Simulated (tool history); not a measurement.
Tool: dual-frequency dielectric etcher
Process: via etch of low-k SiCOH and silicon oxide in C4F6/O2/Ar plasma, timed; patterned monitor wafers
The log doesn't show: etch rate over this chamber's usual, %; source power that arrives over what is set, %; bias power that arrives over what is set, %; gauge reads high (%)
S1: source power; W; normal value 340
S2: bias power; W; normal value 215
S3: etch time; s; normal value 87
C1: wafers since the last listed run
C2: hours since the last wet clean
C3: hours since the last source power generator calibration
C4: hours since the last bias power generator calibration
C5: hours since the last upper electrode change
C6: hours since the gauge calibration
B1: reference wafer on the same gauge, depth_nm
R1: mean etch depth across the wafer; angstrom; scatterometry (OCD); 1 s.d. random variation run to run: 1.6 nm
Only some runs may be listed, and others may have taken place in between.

| run | hour | S1 | S2 | S3 | C1 | C2 | C3 | C4 | C5 | C6 | B1 | R1 |
|---|---|---|---|---|---|---|---|---|---|---|---|---|
| 1 | 0 | 380 | 215 | 75 | 0 | 346.5 | 3264.2 | 1453.8 | 128.8 | 268 | 243.9 | 2085 |
| 2 | 43.5 | 380 | 215 | 75 | 487 | 390 | 3307.7 | 1497.3 | 172.3 | 311.5 | 243.3 | 2099 |
|  | 98.4 | wet clean of the chamber |
| 3 | 110.8 | 340 | 215 | 87 | 485 | 12.4 | 3375 | 1564.6 | 239.6 | 378.8 | 242 | 2345 |
| 4 | 165.7 | 340 | 215 | 87 | 614 | 67.3 | 3429.9 | 1619.5 | 294.5 | 433.7 | 243.6 | 2333 |
|  | 188.3 | bias power generator calibrated |
| 5 | 199.3 | 340 | 215 | 87 | 331 | 100.9 | 3463.5 | 11 | 328.1 | 467.3 | 241.9 | 2328 |
| 6 | 253.4 | 340 | 255 | 87 | 606 | 155 | 3517.6 | 65.1 | 382.2 | 521.4 | 242.3 | 2504 |
| 7 | 304.1 | 260 | 172 | 87 | 567 | 205.7 | 3568.3 | 115.8 | 432.9 | 572.1 | 241.9 | 1972 |
|  | 317.6 | source power generator calibrated |
| 8 | 345.8 | 380 | 215 | 75 | 422 | 247.4 | 28.2 | 157.5 | 474.6 | 613.8 | 241.8 | 2085 |
| 9 | 397 | 360 | 229 | 98.5 | 573 | 298.6 | 79.4 | 208.7 | 525.8 | 665 | 240.8 | 2738 |
| 10 | 437.3 | 340 | 257 | 72 | 451 | 338.9 | 119.7 | 249 | 566.1 | 705.3 | 240.8 | 2052 |
| 11 | 495 | 380 | 215 | 106.5 | 646 | 396.6 | 177.4 | 306.7 | 623.8 | 763 | 239.9 | 2913 |
| 12 | 565.3 | 340 | 215 | 87 | 787 | 466.9 | 247.7 | 377 | 694.1 | 833.3 | 239.7 | 2301 |
|  | 596.6 | wet clean of the chamber |
| 13 | 620.5 | 270 | 249 | 74.5 | 349 | 23.9 | 302.9 | 432.2 | 749.3 | 888.5 | 238.8 | 1916 |
| 14 | 645.4 | 260 | 172 | 87 | 278 | 48.8 | 327.8 | 457.1 | 774.2 | 913.4 | 238.8 | 1945 |
| 15 | 701 | 340 | 215 | 110 | 622 | 104.4 | 383.4 | 512.7 | 829.8 | 969 | 237.9 | 2890 |
| 16 | 726.5 | 340 | 173 | 63.5 | 285 | 129.9 | 408.9 | 538.2 | 855.3 | 994.5 | 237.7 | 1559 |
| 17 | 783.3 | 370 | 241 | 100 | 636 | 186.7 | 465.7 | 595 | 912.1 | 1051.3 | 236.5 | 2804 |
| 18 | 852.1 | 300 | 255 | 87 | 770 | 255.5 | 534.5 | 663.8 | 980.9 | 1120.1 | 236 | 2338 |
| 19 | 917.8 | 260 | 215 | 87 | 735 | 321.2 | 600.2 | 729.5 | 1046.6 | 1185.8 | 233.9 | 2052 |
| 20 | 958.8 | 290 | 215 | 87 | 459 | 362.2 | 641.2 | 770.5 | 1087.6 | 1226.8 | 233.3 | 2150 |
| 21 | 991.3 | 270 | 182 | 67.5 | 364 | 394.7 | 673.7 | 803 | 1120.1 | 1259.3 | 233.1 | 1524 |
| 22 | 1017.1 | 340 | 215 | 87 | 289 | 420.5 | 699.5 | 828.8 | 1145.9 | 1285.1 | 231.9 | 2260 |
| 23 | 1061.9 | 260 | 215 | 104 | 501 | 465.3 | 744.3 | 873.6 | 1190.7 | 1329.9 | 232.1 | 2446 |
| 24 | 1106.7 | 340 | 215 | 87 | 501 | 510.1 | 789.1 | 918.4 | 1235.5 | 1374.7 | 230.8 | 2206 |
| 25 | 1135.7 | 340 | 173 | 63.5 | 324 | 539.1 | 818.1 | 947.4 | 1264.5 | 1403.7 | 229.6 | 1508 |
|  | 1172.9 | wet clean of the chamber |
| 26 | 1176.9 | 290 | 231 | 106 | 192 | 4 | 859.3 | 988.6 | 1305.7 | 1444.9 | 229.2 | 2642 |
|  | 1223.9 | gauge calibrated |
| 27 | 1244.7 | 300 | 215 | 62 | 759 | 71.8 | 927.1 | 1056.4 | 1373.5 | 20.8 | 245.4 | 1621 |
| 28 | 1304.6 | 340 | 239 | 87 | 670 | 131.7 | 987 | 1116.3 | 1433.4 | 80.7 | 245.5 | 2461 |
| 29 | 1341 | 340 | 162 | 87 | 407 | 168.1 | 1023.4 | 1152.7 | 1469.8 | 117.1 | 244.8 | 2148 |

Alternative continuations, all from the tool just after run 29; predict every row:
| A | 1341.4 | 340 | 215 | 106.5 | 4 | 168.5 | 1023.8 | 1153.1 | 1470.2 | 117.5 | ? | ? |
| B | 1341.4 | 340 | 186 | 77 | 4 | 168.5 | 1023.8 | 1153.1 | 1470.2 | 117.5 | ? | ? |
| C | 1341.4 | 280 | 263 | 87 | 4 | 168.5 | 1023.8 | 1153.1 | 1470.2 | 117.5 | ? | ? |
| D | 1341.4 | 340 | 265 | 76 | 4 | 168.5 | 1023.8 | 1153.1 | 1470.2 | 117.5 | ? | ? |

| run | B1 | R1 |
|---|---|---|
| A | 245.2 | 2904 |
| B | 245.2 | 1992 |
| C | 245.2 | 2403 |
| D | 245.2 | 2239 |
With the hidden condition removed and each run's random variation left untouched, the same runs would have given:
| run | R1 |
|---|---|
| A | 2913 |
| B | 1998 |
| C | 2411 |
| D | 2246 |
